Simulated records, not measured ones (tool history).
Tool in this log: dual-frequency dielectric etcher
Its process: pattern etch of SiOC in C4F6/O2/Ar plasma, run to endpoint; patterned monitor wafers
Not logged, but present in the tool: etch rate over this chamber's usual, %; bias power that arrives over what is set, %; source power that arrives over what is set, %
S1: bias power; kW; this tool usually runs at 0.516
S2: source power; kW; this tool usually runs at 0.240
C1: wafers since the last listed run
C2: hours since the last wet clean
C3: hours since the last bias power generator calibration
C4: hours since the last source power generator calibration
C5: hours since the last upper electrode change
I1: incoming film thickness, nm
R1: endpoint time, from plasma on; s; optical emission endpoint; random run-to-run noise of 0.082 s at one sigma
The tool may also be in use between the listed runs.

{"run": 1, "hour": 0.0, "S1": 0.585, "S2": 0.24, "C1": 0, "C2": 454.6, "C3": 2466.0, "C4": 1737.1, "C5": 4326.2, "I1": 41.79, "R1": 14.7}
{"run": 2, "hour": 35.6, "S1": 0.585, "S2": 0.24, "C1": 433, "C2": 490.2, "C3": 2501.6, "C4": 1772.7, "C5": 4361.8, "I1": 41.46, "R1": 14.6}
{"run": 3, "hour": 46.6, "S1": 0.516, "S2": 0.19, "C1": 133, "C2": 501.2, "C3": 2512.6, "C4": 1783.7, "C5": 4372.8, "I1": 41.98, "R1": 16.7}
{"run": 4, "hour": 61.3, "S1": 0.516, "S2": 0.19, "C1": 178, "C2": 515.9, "C3": 2527.3, "C4": 1798.4, "C5": 4387.5, "I1": 41.56, "R1": 16.3}
{"run": 5, "hour": 72.5, "S1": 0.516, "S2": 0.19, "C1": 136, "C2": 527.1, "C3": 2538.5, "C4": 1809.6, "C5": 4398.7, "I1": 42.12, "R1": 16.5}
{"run": 6, "hour": 79.7, "S1": 0.478, "S2": 0.24, "C1": 87, "C2": 534.3, "C3": 2545.7, "C4": 1816.8, "C5": 4405.9, "I1": 41.51, "R1": 15.8}
{"run": 7, "hour": 89.4, "S1": 0.478, "S2": 0.24, "C1": 118, "C2": 544.0, "C3": 2555.4, "C4": 1826.5, "C5": 4415.6, "I1": 41.48, "R1": 15.7}
{"hour": 110.5, "done": "source power generator calibrated"}
{"run": 8, "hour": 111.0, "S1": 0.516, "S2": 0.24, "C1": 214, "C2": 565.6, "C3": 2577.0, "C4": 0.5, "C5": 4437.2, "I1": 41.83, "R1": 15.3}
{"run": 9, "hour": 113.4, "S1": 0.516, "S2": 0.24, "C1": 29, "C2": 568.0, "C3": 2579.4, "C4": 2.9, "C5": 4439.6, "I1": 41.9, "R1": 15.5}
{"hour": 144.0, "done": "wet clean of the chamber"}
{"run": 10, "hour": 144.5, "S1": 0.516, "S2": 0.24, "C1": 86, "C2": 0.5, "C3": 2610.5, "C4": 34.0, "C5": 4470.7, "I1": 41.43, "R1": 16.0}
{"run": 11, "hour": 144.8, "S1": 0.516, "S2": 0.24, "C1": 3, "C2": 0.8, "C3": 2610.8, "C4": 34.3, "C5": 4471.0, "I1": 42.02, "R1": 16.2}
{"hour": 154.8, "done": "bias power generator calibrated"}
{"hour": 175.4, "done": "upper electrode replaced, of another model than before"}
{"run": 12, "hour": 175.9, "S1": 0.458, "S2": 0.26, "C1": 79, "C2": 31.9, "C3": 21.1, "C4": 65.4, "C5": 0.5, "I1": 42.02, "R1": 16.4}
{"run": 13, "hour": 176.2, "S1": 0.42, "S2": 0.3, "C1": 3, "C2": 32.2, "C3": 21.4, "C4": 65.7, "C5": 0.8, "I1": 41.23, "R1": 16.1}
{"run": 14, "hour": 188.9, "S1": 0.638, "S2": 0.29, "C1": 154, "C2": 44.9, "C3": 34.1, "C4": 78.4, "C5": 13.5, "I1": 41.73, "R1": 15.0}
{"run": 15, "hour": 202.8, "S1": 0.516, "S2": 0.24, "C1": 169, "C2": 58.8, "C3": 48.0, "C4": 92.3, "C5": 27.4, "I1": 41.13, "R1": 15.9}
{"run": 16, "hour": 209.1, "S1": 0.412, "S2": 0.3, "C1": 76, "C2": 65.1, "C3": 54.3, "C4": 98.6, "C5": 33.7, "I1": 41.23, "R1": 16.1}
{"run": 17, "hour": 216.9, "S1": 0.412, "S2": 0.3, "C1": 94, "C2": 72.9, "C3": 62.1, "C4": 106.4, "C5": 41.5, "I1": 41.57, "R1": 16.3}
{"run": 18, "hour": 231.1, "S1": 0.611, "S2": 0.2, "C1": 172, "C2": 87.1, "C3": 76.3, "C4": 120.6, "C5": 55.7, "I1": 41.5, "R1": 15.7}
{"run": 19, "hour": 246.4, "S1": 0.478, "S2": 0.24, "C1": 186, "C2": 102.4, "C3": 91.6, "C4": 135.9, "C5": 71.0, "I1": 41.62, "R1": 16.3}
{"run": 20, "hour": 262.7, "S1": 0.516, "S2": 0.24, "C1": 198, "C2": 118.7, "C3": 107.9, "C4": 152.2, "C5": 87.3, "I1": 41.39, "R1": 15.9}
{"run": 21, "hour": 277.2, "S1": 0.597, "S2": 0.24, "C1": 176, "C2": 133.2, "C3": 122.4, "C4": 166.7, "C5": 101.8, "I1": 41.33, "R1": 15.3}
{"run": 22, "hour": 291.7, "S1": 0.559, "S2": 0.26, "C1": 176, "C2": 147.7, "C3": 136.9, "C4": 181.2, "C5": 116.3, "I1": 41.71, "R1": 15.5}

Give the tool's hidden conditions for every run:
bias power that arrives over what is set, %: 0 across all the runs
source power that arrives over what is set, %: 0 across all the runs
H1: etch rate over this chamber's usual, %
run=1 H1=4.11
run=2 H1=4.43
run=3 H1=4.53
run=4 H1=4.66
run=5 H1=4.76
run=6 H1=4.83
run=7 H1=4.91
run=8 H1=5.11
run=9 H1=5.13
run=10 H1=-0.142
run=11 H1=-0.139
run=12 H1=0.139
run=13 H1=0.142
run=14 H1=0.255
run=15 H1=0.38
run=16 H1=0.436
run=17 H1=0.506
run=18 H1=0.633
run=19 H1=0.769
run=20 H1=0.915
run=21 H1=1.04
run=22 H1=1.17
